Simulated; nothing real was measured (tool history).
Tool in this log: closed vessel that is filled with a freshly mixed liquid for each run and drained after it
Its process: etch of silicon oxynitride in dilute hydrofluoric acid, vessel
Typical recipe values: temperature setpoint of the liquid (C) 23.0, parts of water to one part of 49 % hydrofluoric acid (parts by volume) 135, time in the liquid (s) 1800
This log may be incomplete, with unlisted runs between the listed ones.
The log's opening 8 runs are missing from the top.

run    hour  temperature setpoint of the liquid (C)  parts of water to one part of 49 % hydrofluoric acid (parts by volume)  time in the liquid (s)  read-back film thickness of the silicon oxynitride reference wafer, read on the same gauge (nm)  thickness taken off the silicon oxynitride on a monitor wafer (nm)
  9   454.4                                    23.0                                                                     135                    1800                                                                                           109.99                                                               35.27
 10   504.6                                    23.0                                                                     135                    1800                                                                                           110.00                                                               35.42
 11   537.1                                    19.0                                                                     135                    1800                                                                                           109.99                                                               29.09
 12   574.6                                    23.0                                                                     135                    1800                                                                                           109.97                                                               35.02
 13   614.0                                    23.0                                                                     135                    1800                                                                                           109.99                                                               35.31
 14   644.1                                    23.0                                                                     195                    1800                                                                                           110.04                                                               23.32
 15   677.5                                    23.0                                                                     135                    1800                                                                                           110.02                                                               35.33
      682.9  -- hydrofluoric acid flow meter replaced
 16   702.0                                    23.0                                                                     135                    1800                                                                                           110.01                                                               37.20
      719.7  -- thermometer replaced
 17   755.9                                    23.0                                                                     180                    1800                                                                                           109.99                                                               25.78
 18   821.2                                    23.0                                                                     165                    1800                                                                                           109.99                                                               28.73
 19   849.4                                    23.0                                                                     135                    1800                                                                                           110.02                                                               35.42
 20   901.7                                    23.0                                                                     135                    1800                                                                                           109.99                                                               35.75
      925.3  -- gauge calibrated
 21   948.5                                    19.5                                                                     135                    1215                                                                                           110.01                                                               20.45
 22   985.5                                    23.0                                                                      95                     910                                                                                           110.01                                                               26.59
 23  1014.0                                    25.0                                                                      70                     745                                                                                           110.01                                                               33.34
 24  1046.5                                    20.0                                                                     135                    1800                                                                                           110.02                                                               31.03
 25  1107.9                                    26.0                                                                     135                    2220                                                                                           110.01                                                               50.99
 26  1173.2                                    23.0                                                                     185                     825                                                                                           109.97                                                               11.62
 27  1201.5                                    23.0                                                                     135                    1800                                                                                           110.01                                                               35.99
 28  1255.9                                    28.0                                                                     135                    1200                                                                                           109.97                                                               30.33
 29  1283.1                                    18.0                                                                     135                    1800                                                                                           110.05                                                               28.32
 30  1353.8                                    20.5                                                                     190                    1325                                                                                           110.02                                                               16.27
     1413.8  -- thermometer replaced
 31  1414.3                                    26.0                                                                     135                    1800                                                                                           109.99                                                               40.40

Branching from run 31: 5 alternative next runs. What would each branch give?
  A  1415.5                                    23.0                                                                     135                    2835                                                                                                ?                                                                   ?
  B  1415.5                                    23.0                                                                     135                     780                                                                                                ?                                                                   ?
  C  1415.5                                    26.5                                                                     100                    1495                                                                                                ?                                                                   ?
  D  1415.5                                    20.5                                                                     135                    1800                                                                                                ?                                                                   ?
  E  1415.5                                    23.0                                                                      65                    1800                                                                                                ?                                                                   ?

run  read-back film thickness of the silicon oxynitride reference wafer, read on the same gauge (nm)  thickness taken off the silicon oxynitride on a monitor wafer (nm)
  A                                                                                           109.96                                                               54.90
  B                                                                                           109.96                                                               15.11
  C                                                                                           109.96                                                               47.37
  D                                                                                           109.96                                                               30.98
  E                                                                                           109.96                                                               76.66
The same runs, with their run-to-run variation unchanged, on a tool lacking any hidden condition would have given:
run  thickness taken off the silicon oxynitride on a monitor wafer (nm)
  A                                                               55.57
  B                                                               15.29
  C                                                               47.93
  D                                                               31.35
  E                                                               77.51
